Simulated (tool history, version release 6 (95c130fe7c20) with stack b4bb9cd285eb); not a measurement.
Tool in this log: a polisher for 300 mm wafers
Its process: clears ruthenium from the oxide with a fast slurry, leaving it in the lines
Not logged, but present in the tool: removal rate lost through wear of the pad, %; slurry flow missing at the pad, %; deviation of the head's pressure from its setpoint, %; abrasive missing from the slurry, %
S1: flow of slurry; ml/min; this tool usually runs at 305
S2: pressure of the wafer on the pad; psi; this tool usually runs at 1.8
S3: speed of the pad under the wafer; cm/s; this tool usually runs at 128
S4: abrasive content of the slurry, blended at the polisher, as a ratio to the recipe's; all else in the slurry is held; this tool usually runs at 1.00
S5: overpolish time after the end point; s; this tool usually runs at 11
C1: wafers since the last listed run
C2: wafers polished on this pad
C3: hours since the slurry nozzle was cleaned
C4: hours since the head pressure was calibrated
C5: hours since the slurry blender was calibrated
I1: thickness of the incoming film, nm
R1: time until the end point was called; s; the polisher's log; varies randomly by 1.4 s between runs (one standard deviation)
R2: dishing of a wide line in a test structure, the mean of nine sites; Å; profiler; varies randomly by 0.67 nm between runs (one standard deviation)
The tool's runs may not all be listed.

{"run": 1, "hour": 0.0, "S1": 305, "S2": 1.8, "S3": 128, "S4": 1.0, "S5": 11, "C1": 0, "C2": 338, "C3": 322.1, "C4": 390.3, "C5": 13.5, "I1": 253.2, "R1": 84.8, "R2": 261}
{"run": 2, "hour": 83.6, "S1": 305, "S2": 1.8, "S3": 128, "S4": 1.0, "S5": 11, "C1": 1066, "C2": 1404, "C3": 405.7, "C4": 473.9, "C5": 97.1, "I1": 254.4, "R1": 87.3, "R2": 251}
{"run": 3, "hour": 155.0, "S1": 305, "S2": 1.8, "S3": 128, "S4": 1.0, "S5": 11, "C1": 910, "C2": 2315, "C3": 477.1, "C4": 545.3, "C5": 168.5, "I1": 258.5, "R1": 93.9, "R2": 247}
{"hour": 207.8, "done": "head pressure recalibrated"}
{"run": 4, "hour": 212.0, "S1": 305, "S2": 1.8, "S3": 144, "S4": 1.0, "S5": 11, "C1": 701, "C2": 3016, "C3": 534.1, "C4": 4.2, "C5": 225.5, "I1": 252.8, "R1": 88.5, "R2": 254}
{"run": 5, "hour": 270.2, "S1": 305, "S2": 1.8, "S3": 144, "S4": 1.0, "S5": 11, "C1": 742, "C2": 3759, "C3": 592.3, "C4": 62.4, "C5": 283.7, "I1": 258.0, "R1": 90.0, "R2": 258}
{"hour": 307.1, "done": "slurry nozzle cleaned"}
{"run": 6, "hour": 375.0, "S1": 305, "S2": 1.8, "S3": 144, "S4": 1.0, "S5": 11, "C1": 1324, "C2": 5083, "C3": 67.9, "C4": 167.2, "C5": 388.5, "I1": 257.9, "R1": 89.4, "R2": 257}
{"run": 7, "hour": 423.5, "S1": 305, "S2": 1.8, "S3": 170, "S4": 0.8, "S5": 15, "C1": 618, "C2": 5701, "C3": 116.4, "C4": 215.7, "C5": 437.0, "I1": 258.0, "R1": 88.4, "R2": 347}
{"run": 8, "hour": 488.0, "S1": 305, "S2": 1.8, "S3": 92, "S4": 1.0, "S5": 7, "C1": 822, "C2": 6524, "C3": 180.9, "C4": 280.2, "C5": 501.5, "I1": 256.2, "R1": 117.5, "R2": 129}
{"run": 9, "hour": 576.4, "S1": 240, "S2": 1.2, "S3": 128, "S4": 1.0, "S5": 11, "C1": 1127, "C2": 7652, "C3": 269.3, "C4": 368.6, "C5": 589.9, "I1": 256.6, "R1": 145.3, "R2": 156}
{"run": 10, "hour": 639.2, "S1": 305, "S2": 2.0, "S3": 128, "S4": 1.0, "S5": 11, "C1": 801, "C2": 8453, "C3": 332.1, "C4": 431.4, "C5": 652.7, "I1": 260.4, "R1": 92.4, "R2": 259}
{"hour": 659.6, "done": "slurry blender recalibrated"}
{"hour": 663.7, "done": "worn pad replaced by a new one"}
{"run": 11, "hour": 738.6, "S1": 305, "S2": 1.4, "S3": 146, "S4": 1.25, "S5": 11, "C1": 1191, "C2": 954, "C3": 431.5, "C4": 530.8, "C5": 79.0, "I1": 256.5, "R1": 101.0, "R2": 241}
{"run": 12, "hour": 828.1, "S1": 305, "S2": 1.8, "S3": 128, "S4": 0.85, "S5": 11, "C1": 1141, "C2": 2096, "C3": 521.0, "C4": 620.3, "C5": 168.5, "I1": 255.0, "R1": 98.1, "R2": 227}
{"hour": 838.4, "done": "head pressure recalibrated"}
{"hour": 863.8, "done": "slurry nozzle cleaned"}
{"run": 13, "hour": 914.8, "S1": 245, "S2": 1.8, "S3": 128, "S4": 0.85, "S5": 8, "C1": 1067, "C2": 3164, "C3": 51.0, "C4": 76.4, "C5": 255.2, "I1": 252.2, "R1": 98.9, "R2": 172}
{"run": 14, "hour": 1020.2, "S1": 305, "S2": 1.8, "S3": 128, "S4": 1.0, "S5": 11, "C1": 1344, "C2": 4508, "C3": 156.4, "C4": 181.8, "C5": 360.6, "I1": 254.0, "R1": 94.7, "R2": 236}
{"run": 15, "hour": 1086.6, "S1": 305, "S2": 1.8, "S3": 128, "S4": 1.3, "S5": 11, "C1": 846, "C2": 5355, "C3": 222.8, "C4": 248.2, "C5": 427.0, "I1": 255.7, "R1": 85.9, "R2": 268}
{"run": 16, "hour": 1143.0, "S1": 255, "S2": 1.8, "S3": 86, "S4": 1.25, "S5": 14, "C1": 719, "C2": 6074, "C3": 279.2, "C4": 304.6, "C5": 483.4, "I1": 253.3, "R1": 111.0, "R2": 257}
{"run": 17, "hour": 1187.2, "S1": 400, "S2": 1.8, "S3": 128, "S4": 1.1, "S5": 9, "C1": 563, "C2": 6638, "C3": 323.4, "C4": 348.8, "C5": 527.6, "I1": 253.3, "R1": 92.3, "R2": 213}
{"run": 18, "hour": 1267.4, "S1": 305, "S2": 1.8, "S3": 152, "S4": 1.0, "S5": 5, "C1": 1022, "C2": 7661, "C3": 403.6, "C4": 429.0, "C5": 607.8, "I1": 257.8, "R1": 90.3, "R2": 129}
{"run": 19, "hour": 1303.5, "S1": 305, "S2": 1.8, "S3": 128, "S4": 1.0, "S5": 11, "C1": 460, "C2": 8122, "C3": 439.7, "C4": 465.1, "C5": 643.9, "I1": 254.3, "R1": 97.2, "R2": 240}
{"hour": 1323.1, "done": "worn pad replaced by a new one"}
{"hour": 1357.9, "done": "slurry blender recalibrated"}
{"run": 20, "hour": 1395.5, "S1": 305, "S2": 1.8, "S3": 110, "S4": 1.0, "S5": 11, "C1": 1096, "C2": 897, "C3": 531.7, "C4": 557.1, "C5": 37.6, "I1": 256.3, "R1": 96.6, "R2": 233}
{"hour": 1429.2, "done": "head pressure recalibrated"}
{"run": 21, "hour": 1433.8, "S1": 305, "S2": 1.8, "S3": 128, "S4": 1.0, "S5": 11, "C1": 463, "C2": 1360, "C3": 570.0, "C4": 4.6, "C5": 75.9, "I1": 258.6, "R1": 90.0, "R2": 253}
{"hour": 1533.4, "done": "slurry nozzle cleaned"}
{"run": 22, "hour": 1556.4, "S1": 305, "S2": 1.8, "S3": 128, "S4": 1.0, "S5": 11, "C1": 1551, "C2": 2911, "C3": 23.0, "C4": 127.2, "C5": 198.5, "I1": 255.7, "R1": 93.0, "R2": 249}
{"run": 23, "hour": 1631.6, "S1": 305, "S2": 1.8, "S3": 128, "S4": 1.0, "S5": 11, "C1": 959, "C2": 3871, "C3": 98.2, "C4": 202.4, "C5": 273.7, "I1": 252.1, "R1": 93.6, "R2": 248}
{"run": 24, "hour": 1673.8, "S1": 385, "S2": 1.2, "S3": 104, "S4": 0.85, "S5": 11, "C1": 538, "C2": 4409, "C3": 140.4, "C4": 244.6, "C5": 315.9, "I1": 252.6, "R1": 172.5, "R2": 135}
{"run": 25, "hour": 1738.9, "S1": 305, "S2": 1.8, "S3": 170, "S4": 0.8, "S5": 15, "C1": 830, "C2": 5239, "C3": 205.5, "C4": 309.7, "C5": 381.0, "I1": 253.5, "R1": 85.0, "R2": 351}
{"run": 26, "hour": 1834.1, "S1": 305, "S2": 2.2, "S3": 128, "S4": 1.2, "S5": 5, "C1": 1214, "C2": 6454, "C3": 300.7, "C4": 404.9, "C5": 476.2, "I1": 254.7, "R1": 76.1, "R2": 143}
{"run": 27, "hour": 1921.8, "S1": 305, "S2": 1.8, "S3": 128, "S4": 1.0, "S5": 11, "C1": 1118, "C2": 7572, "C3": 388.4, "C4": 492.6, "C5": 563.9, "I1": 251.6, "R1": 97.8, "R2": 245}
{"hour": 1967.3, "done": "worn pad replaced by a new one"}
{"hour": 1979.5, "done": "slurry blender recalibrated"}
{"run": 28, "hour": 2002.6, "S1": 205, "S2": 1.4, "S3": 128, "S4": 1.0, "S5": 11, "C1": 954, "C2": 424, "C3": 469.2, "C4": 573.4, "C5": 23.1, "I1": 254.0, "R1": 116.9, "R2": 210}

4 ways to go on from here, each from the tool as it stands after run 28. What would each give?
{"run": "A", "hour": 2003.0, "S1": 305, "S2": 1.8, "S3": 128, "S4": 1.0, "S5": 17, "C1": 5, "C2": 429, "C3": 469.6, "C4": 573.8, "C5": 23.5, "I1": 256.7, "R1": "?", "R2": "?"}
{"run": "B", "hour": 2003.0, "S1": 260, "S2": 1.8, "S3": 172, "S4": 1.15, "S5": 11, "C1": 5, "C2": 429, "C3": 469.6, "C4": 573.8, "C5": 23.5, "I1": 256.7, "R1": "?", "R2": "?"}
{"run": "C", "hour": 2003.0, "S1": 225, "S2": 1.5, "S3": 128, "S4": 1.25, "S5": 11, "C1": 5, "C2": 429, "C3": 469.6, "C4": 573.8, "C5": 23.5, "I1": 256.7, "R1": "?", "R2": "?"}
{"run": "D", "hour": 2003.0, "S1": 305, "S2": 1.5, "S3": 96, "S4": 1.0, "S5": 11, "C1": 5, "C2": 429, "C3": 469.6, "C4": 573.8, "C5": 23.5, "I1": 256.7, "R1": "?", "R2": "?"}

run=A R1=90.4 R2=393
run=B R1=71.4 R2=330
run=C R1=103.0 R2=237
run=D R1=129.3 R2=192
Stripped of hidden state, with their random variation kept, the same runs would have yielded:
run=A R1=88.1 R2=401
run=B R1=69.8 R2=337
run=C R1=100.6 R2=242
run=D R1=126.1 R2=196

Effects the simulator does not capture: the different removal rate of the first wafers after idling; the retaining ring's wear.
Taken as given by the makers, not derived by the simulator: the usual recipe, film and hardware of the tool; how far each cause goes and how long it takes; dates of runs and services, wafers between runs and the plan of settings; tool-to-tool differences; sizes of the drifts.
